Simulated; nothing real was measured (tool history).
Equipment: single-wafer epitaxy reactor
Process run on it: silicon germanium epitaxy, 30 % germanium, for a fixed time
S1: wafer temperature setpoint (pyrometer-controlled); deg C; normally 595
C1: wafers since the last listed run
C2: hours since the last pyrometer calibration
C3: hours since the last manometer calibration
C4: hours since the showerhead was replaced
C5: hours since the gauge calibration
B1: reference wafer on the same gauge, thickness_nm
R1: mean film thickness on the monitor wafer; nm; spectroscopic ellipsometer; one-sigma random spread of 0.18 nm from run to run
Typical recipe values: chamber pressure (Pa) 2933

run 1 hour=0 | S1=595 chamber_pressure_(Pa)=2933 | C1=0 C2=1627.9 C3=855.9 C4=7009.2 C5=1.5 | B1=57.075 | R1=65.51
run 2 hour=30.2 | S1=603 chamber_pressure_(Pa)=2933 | C1=542 C2=1658.1 C3=886.1 C4=7039.4 C5=31.7 | B1=57.127 | R1=75.598
run 3 hour=57.6 | S1=603 chamber_pressure_(Pa)=2933 | C1=492 C2=1685.5 C3=913.5 C4=7066.8 C5=59.1 | B1=57.124 | R1=75.514
run 4 hour=95 | S1=603 chamber_pressure_(Pa)=2933 | C1=671 C2=1722.9 C3=950.9 C4=7104.2 C5=96.5 | B1=57.133 | R1=75.377
run 5 hour=166.6 | S1=595 chamber_pressure_(Pa)=2933 | C1=1285 C2=1794.5 C3=1022.5 C4=7175.8 C5=168.1 | B1=57.014 | R1=66.129
run 6 hour=213.2 | S1=595 chamber_pressure_(Pa)=2933 | C1=836 C2=1841.1 C3=1069.1 C4=7222.4 C5=214.7 | B1=57.102 | R1=66.316
run 7 hour=261.9 | S1=595 chamber_pressure_(Pa)=2933 | C1=874 C2=1889.8 C3=1117.8 C4=7271.1 C5=263.4 | B1=57.096 | R1=66.109
run 8 hour=327.9 | S1=595 chamber_pressure_(Pa)=2933 | C1=1185 C2=1955.8 C3=1183.8 C4=7337.1 C5=329.4 | B1=57.128 | R1=66.12
run 9 hour=389.8 | S1=600 chamber_pressure_(Pa)=2493 | C1=1111 C2=2017.7 C3=1245.7 C4=7399 C5=391.3 | B1=57.094 | R1=69.215
run 10 hour=446.4 | S1=595 chamber_pressure_(Pa)=2933 | C1=1016 C2=2074.3 C3=1302.3 C4=7455.6 C5=447.9 | B1=57.073 | R1=66.384
-- hour=458.3 capacitance manometer re-zeroed and calibrated
run 11 hour=495 | S1=595 chamber_pressure_(Pa)=2933 | C1=729 C2=2122.9 C3=36.7 C4=7504.2 C5=496.5 | B1=57.129 | R1=66.361
run 12 hour=535.5 | S1=595 chamber_pressure_(Pa)=2933 | C1=727 C2=2163.4 C3=77.2 C4=7544.7 C5=537 | B1=57.066 | R1=66.631
run 13 hour=596.8 | S1=595 chamber_pressure_(Pa)=2933 | C1=1100 C2=2224.7 C3=138.5 C4=7606 C5=598.3 | B1=57.098 | R1=66.153
-- hour=661.8 gauge calibrated
-- hour=667.7 showerhead replaced, of another model than before
run 14 hour=668.2 | S1=603 chamber_pressure_(Pa)=3600 | C1=1138 C2=2296.1 C3=209.9 C4=0.5 C5=6.4 | B1=57.134 | R1=83.342
-- hour=703.1 pyrometer calibrated
run 15 hour=735.5 | S1=588 chamber_pressure_(Pa)=2933 | C1=1065 C2=32.4 C3=277.2 C4=67.8 C5=73.7 | B1=57.141 | R1=53.293
run 16 hour=801.2 | S1=595 chamber_pressure_(Pa)=3160 | C1=1179 C2=98.1 C3=342.9 C4=133.5 C5=139.4 | B1=57.103 | R1=62.784
run 17 hour=858.6 | S1=595 chamber_pressure_(Pa)=3186 | C1=1030 C2=155.5 C3=400.3 C4=190.9 C5=196.8 | B1=57.165 | R1=63.412
run 18 hour=887.9 | S1=610 chamber_pressure_(Pa)=2400 | C1=526 C2=184.8 C3=429.6 C4=220.2 C5=226.1 | B1=57.118 | R1=71.999
run 19 hour=913 | S1=588 chamber_pressure_(Pa)=3266 | C1=450 C2=209.9 C3=454.7 C4=245.3 C5=251.2 | B1=57.099 | R1=57.482
run 20 hour=955.4 | S1=601 chamber_pressure_(Pa)=2440 | C1=761 C2=252.3 C3=497.1 C4=287.7 C5=293.6 | B1=57.055 | R1=62.756
run 21 hour=993.8 | S1=595 chamber_pressure_(Pa)=2933 | C1=689 C2=290.7 C3=535.5 C4=326.1 C5=332 | B1=57.176 | R1=61.979

Here are 3 independent what-if runs from the current tool condition. What would each one return?
run A hour=994.2 | S1=581 chamber_pressure_(Pa)=2933 | C1=7 C2=291.1 C3=535.9 C4=326.5 C5=332.4 | B1=? | R1=?
run B hour=994.2 | S1=601 chamber_pressure_(Pa)=2266 | C1=7 C2=291.1 C3=535.9 C4=326.5 C5=332.4 | B1=? | R1=?
run C hour=994.2 | S1=604 chamber_pressure_(Pa)=3666 | C1=7 C2=291.1 C3=535.9 C4=326.5 C5=332.4 | B1=? | R1=?

run=A B1=57.094 R1=48.324
run=B B1=57.094 R1=60.255
run=C B1=57.094 R1=79.522
Without the tool's unlogged condition, the same runs would have read:
run=A R1=47.396
run=B R1=59.146
run=C R1=78.067

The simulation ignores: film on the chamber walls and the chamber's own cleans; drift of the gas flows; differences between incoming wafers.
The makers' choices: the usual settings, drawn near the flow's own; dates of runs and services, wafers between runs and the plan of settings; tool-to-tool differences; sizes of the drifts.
